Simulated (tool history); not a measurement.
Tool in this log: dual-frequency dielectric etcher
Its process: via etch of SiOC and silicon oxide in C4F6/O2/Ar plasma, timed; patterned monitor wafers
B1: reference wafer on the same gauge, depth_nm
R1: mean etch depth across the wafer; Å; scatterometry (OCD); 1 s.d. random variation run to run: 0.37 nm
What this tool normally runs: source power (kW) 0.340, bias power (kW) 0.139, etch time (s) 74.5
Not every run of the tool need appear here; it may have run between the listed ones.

{"run": 1, "hour": 0.0, "source power (kW)": 0.34, "bias power (kW)": 0.139, "etch time (s)": 59.0, "B1": 88.8, "R1": 641}
{"run": 2, "hour": 16.5, "source power (kW)": 0.34, "bias power (kW)": 0.139, "etch time (s)": 63.5, "B1": 89.0, "R1": 684}
{"run": 3, "hour": 29.2, "source power (kW)": 0.34, "bias power (kW)": 0.119, "etch time (s)": 74.5, "B1": 88.8, "R1": 777}
{"run": 4, "hour": 62.1, "source power (kW)": 0.34, "bias power (kW)": 0.139, "etch time (s)": 74.5, "B1": 88.9, "R1": 807}
{"run": 5, "hour": 86.7, "source power (kW)": 0.34, "bias power (kW)": 0.139, "etch time (s)": 74.5, "B1": 88.9, "R1": 800}
{"run": 6, "hour": 149.0, "source power (kW)": 0.34, "bias power (kW)": 0.139, "etch time (s)": 74.5, "B1": 88.9, "R1": 817}
{"run": 7, "hour": 168.1, "source power (kW)": 0.34, "bias power (kW)": 0.139, "etch time (s)": 74.5, "B1": 89.0, "R1": 818}
{"hour": 186.0, "done": "bias power generator calibrated"}
{"hour": 196.2, "done": "wet clean of the chamber"}
{"run": 8, "hour": 196.7, "source power (kW)": 0.34, "bias power (kW)": 0.139, "etch time (s)": 74.5, "B1": 88.9, "R1": 767}
{"run": 9, "hour": 209.4, "source power (kW)": 0.28, "bias power (kW)": 0.139, "etch time (s)": 74.5, "B1": 88.8, "R1": 692}
{"run": 10, "hour": 241.0, "source power (kW)": 0.34, "bias power (kW)": 0.104, "etch time (s)": 74.5, "B1": 88.9, "R1": 735}
{"hour": 251.8, "done": "gauge calibrated"}
{"hour": 277.9, "done": "upper electrode replaced"}
{"run": 11, "hour": 278.4, "source power (kW)": 0.31, "bias power (kW)": 0.115, "etch time (s)": 74.5, "B1": 88.8, "R1": 714}
{"run": 12, "hour": 286.5, "source power (kW)": 0.34, "bias power (kW)": 0.139, "etch time (s)": 74.5, "B1": 89.0, "R1": 781}
{"hour": 311.6, "done": "source power generator calibrated"}
{"run": 13, "hour": 312.1, "source power (kW)": 0.34, "bias power (kW)": 0.139, "etch time (s)": 74.5, "B1": 88.9, "R1": 786}
{"run": 14, "hour": 334.0, "source power (kW)": 0.34, "bias power (kW)": 0.107, "etch time (s)": 62.5, "B1": 88.9, "R1": 622}
{"run": 15, "hour": 364.7, "source power (kW)": 0.34, "bias power (kW)": 0.139, "etch time (s)": 56.0, "B1": 89.0, "R1": 591}
{"run": 16, "hour": 393.8, "source power (kW)": 0.34, "bias power (kW)": 0.151, "etch time (s)": 87.0, "B1": 88.9, "R1": 933}
{"run": 17, "hour": 420.7, "source power (kW)": 0.34, "bias power (kW)": 0.139, "etch time (s)": 64.5, "B1": 88.9, "R1": 686}
{"run": 18, "hour": 444.4, "source power (kW)": 0.36, "bias power (kW)": 0.122, "etch time (s)": 55.0, "B1": 88.9, "R1": 591}
{"run": 19, "hour": 470.0, "source power (kW)": 0.34, "bias power (kW)": 0.139, "etch time (s)": 63.5, "B1": 89.0, "R1": 679}

4 ways to go on from here, each from the tool as it stands after run 19. What would each give?
{"run": "A", "hour": 470.4, "source power (kW)": 0.29, "bias power (kW)": 0.139, "etch time (s)": 74.5, "B1": "?", "R1": "?"}
{"run": "B", "hour": 470.4, "source power (kW)": 0.3, "bias power (kW)": 0.104, "etch time (s)": 94.0, "B1": "?", "R1": "?"}
{"run": "C", "hour": 470.4, "source power (kW)": 0.26, "bias power (kW)": 0.106, "etch time (s)": 74.5, "B1": "?", "R1": "?"}
{"run": "D", "hour": 470.4, "source power (kW)": 0.32, "bias power (kW)": 0.167, "etch time (s)": 56.5, "B1": "?", "R1": "?"}

run=A B1=88.9 R1=731
run=B B1=88.9 R1=887
run=C B1=88.9 R1=650
run=D B1=88.9 R1=609
Stripped of hidden state, with their random variation kept, the same runs would have yielded:
run=A R1=704
run=B R1=854
run=C R1=626
run=D R1=587
